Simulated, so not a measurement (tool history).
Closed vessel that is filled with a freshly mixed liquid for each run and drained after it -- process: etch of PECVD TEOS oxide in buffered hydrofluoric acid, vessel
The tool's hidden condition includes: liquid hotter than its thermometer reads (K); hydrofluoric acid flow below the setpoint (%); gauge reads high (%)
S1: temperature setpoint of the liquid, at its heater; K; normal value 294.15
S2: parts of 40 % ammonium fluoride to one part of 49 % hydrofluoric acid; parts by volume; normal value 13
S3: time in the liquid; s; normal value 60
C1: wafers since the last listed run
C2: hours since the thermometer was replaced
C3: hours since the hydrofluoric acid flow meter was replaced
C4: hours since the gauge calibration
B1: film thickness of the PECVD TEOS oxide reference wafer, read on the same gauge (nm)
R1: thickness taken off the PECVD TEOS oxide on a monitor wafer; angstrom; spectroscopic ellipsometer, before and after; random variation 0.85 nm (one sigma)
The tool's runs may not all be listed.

Run 1, hour 0: usual settings but S2 16.5 parts by volume; C1 0; C2 580.4; C3 57.2; C4 2112; B1 60. Result: R1 703.6 angstrom.
Run 2, hour 80.5: usual settings but S1 297.15 K, S3 35 s; C1 8499; C2 660.9; C3 137.7; C4 2192.5; B1 59.99. Result: R1 604.4 angstrom.
Run 3, hour 167: usual settings but S1 297.15 K, S3 35 s; C1 9133; C2 747.4; C3 224.2; C4 2279; B1 60. Result: R1 612.2 angstrom.
Run 4, hour 260.5: usual settings but S1 297.15 K, S3 35 s; C1 9872; C2 840.9; C3 317.7; C4 2372.5; B1 60.01. Result: R1 603.4 angstrom.
Run 5, hour 345.4: usual settings but S1 295.65 K; C1 8964; C2 925.8; C3 402.6; C4 2457.4; B1 59.96. Result: R1 956 angstrom.
Run 6, hour 449.7: usual settings but S2 9 parts by volume; C1 11012; C2 1030.1; C3 506.9; C4 2561.7; B1 60.02. Result: R1 1208.8 angstrom.
Run 7, hour 549.4: usual settings; C1 10527; C2 1129.8; C3 606.6; C4 2661.4; B1 60.06. Result: R1 858 angstrom.
Run 8, hour 649.5: usual settings; C1 10569; C2 1229.9; C3 706.7; C4 2761.5; B1 60.03. Result: R1 848.2 angstrom.
At hour 761: thermometer replaced.
Run 9, hour 905.3: usual settings; C1 26904; C2 144.3; C3 962.5; C4 3017.3; B1 60.02. Result: R1 847.4 angstrom.
Run 10, hour 971.8: usual settings but S1 292.15 K; C1 7021; C2 210.8; C3 1029; C4 3083.8; B1 60.04. Result: R1 765.9 angstrom.
At hour 1038.9: gauge calibrated.
Run 11, hour 1075.4: usual settings; C1 10938; C2 314.4; C3 1132.6; C4 36.5; B1 60.02. Result: R1 844.5 angstrom.
At hour 1084.9: hydrofluoric acid flow meter replaced.
Run 12, hour 1144.9: usual settings; C1 7232; C2 383.9; C3 60; C4 106; B1 59.97. Result: R1 885.3 angstrom.
Run 13, hour 1189.3: usual settings; C1 4688; C2 428.3; C3 104.4; C4 150.4; B1 59.96. Result: R1 862.3 angstrom.
Run 14, hour 1296: usual settings but S2 11.5 parts by volume; C1 11266; C2 535; C3 211.1; C4 257.1; B1 59.99. Result: R1 990.1 angstrom.
Run 15, hour 1396.4: usual settings but S1 292.15 K, S2 17 parts by volume, S3 30 s; C1 10601; C2 635.4; C3 311.5; C4 357.5; B1 59.98. Result: R1 301.3 angstrom.
Run 16, hour 1454: usual settings but S1 296.15 K; C1 6081; C2 693; C3 369.1; C4 415.1; B1 59.98. Result: R1 986.3 angstrom.
Run 17, hour 1655.6: usual settings but S2 17.5 parts by volume, S3 70 s; C1 21286; C2 894.6; C3 570.7; C4 616.7; B1 60.01. Result: R1 749 angstrom.
Run 18, hour 1737: usual settings but S2 17 parts by volume, S3 50 s; C1 8594; C2 976; C3 652.1; C4 698.1; B1 60.05. Result: R1 543.1 angstrom.
Run 19, hour 1815.5: usual settings; C1 8288; C2 1054.5; C3 730.6; C4 776.6; B1 59.99. Result: R1 869.3 angstrom.
Run 20, hour 1901.4: usual settings; C1 9070; C2 1140.4; C3 816.5; C4 862.5; B1 59.99. Result: R1 860.8 angstrom.
Run 21, hour 1962.8: usual settings; C1 6483; C2 1201.8; C3 877.9; C4 923.9; B1 59.99. Result: R1 849 angstrom.
At hour 2027.5: thermometer replaced.
Run 22, hour 2029.6: usual settings but S1 297.65 K, S2 17 parts by volume; C1 6947; C2 2.1; C3 944.7; C4 990.7; B1 60. Result: R1 784.6 angstrom.
At hour 2103.7: hydrofluoric acid flow meter replaced.
Run 23, hour 2105.1: usual settings but S3 95 s; C1 7866; C2 77.6; C3 1.4; C4 1066.2; B1 60.05. Result: R1 1409 angstrom.
Run 24, hour 2180.1: usual settings; C1 7919; C2 152.6; C3 76.4; C4 1141.2; B1 59.99. Result: R1 899.5 angstrom.
Run 25, hour 2252.2: usual settings but S3 30 s; C1 7612; C2 224.7; C3 148.5; C4 1213.3; B1 60. Result: R1 444 angstrom.
Run 26, hour 2347.6: usual settings but S2 16.5 parts by volume; C1 10073; C2 320.1; C3 243.9; C4 1308.7; B1 60.01. Result: R1 701.8 angstrom.
Run 27, hour 2446.8: usual settings but S2 10 parts by volume, S3 30 s; C1 10474; C2 419.3; C3 343.1; C4 1407.9; B1 60. Result: R1 566.3 angstrom.
Run 28, hour 2508.4: usual settings but S2 14.5 parts by volume; C1 6504; C2 480.9; C3 404.7; C4 1469.5; B1 59.99. Result: R1 784.5 angstrom.
Run 29, hour 2556.3: usual settings; C1 5057; C2 528.8; C3 452.6; C4 1517.4; B1 60.01. Result: R1 870.9 angstrom.
Run 30, hour 2752.2: usual settings but S1 296.65 K, S2 15.5 parts by volume, S3 90 s; C1 20684; C2 724.7; C3 648.5; C4 1713.3; B1 60. Result: R1 1277.3 angstrom.
Run 31, hour 2801.6: usual settings but S1 296.65 K, S2 17 parts by volume, S3 85 s; C1 5216; C2 774.1; C3 697.9; C4 1762.7; B1 59.97. Result: R1 1098.9 angstrom.
Run 32, hour 2841.1: usual settings but S1 297.15 K, S2 15 parts by volume, S3 80 s; C1 4170; C2 813.6; C3 737.4; C4 1802.2; B1 59.99. Result: R1 1185.7 angstrom.

The tool's hidden state at each run:
liquid hotter than its thermometer reads (K): 0 across all the runs
gauge reads high (%): 0 across all the runs
H1: hydrofluoric acid flow below the setpoint (%)
run     H1
  1  0.328
  2  0.706
  3   1.11
  4   1.55
  5   1.95
  6   2.44
  7   2.91
  8   3.38
  9   4.58
 10   4.89
 11   5.38
 12  0.978
 13   1.19
 14   1.69
 15   2.16
 16   2.43
 17   3.38
 18   3.76
 19   4.13
 20   4.53
 21   4.82
 22   5.14
 23  0.175
 24  0.528
 25  0.867
 26   1.31
 27   1.78
 28   2.07
 29    2.3
 30   3.22
 31   3.45
 32   3.63
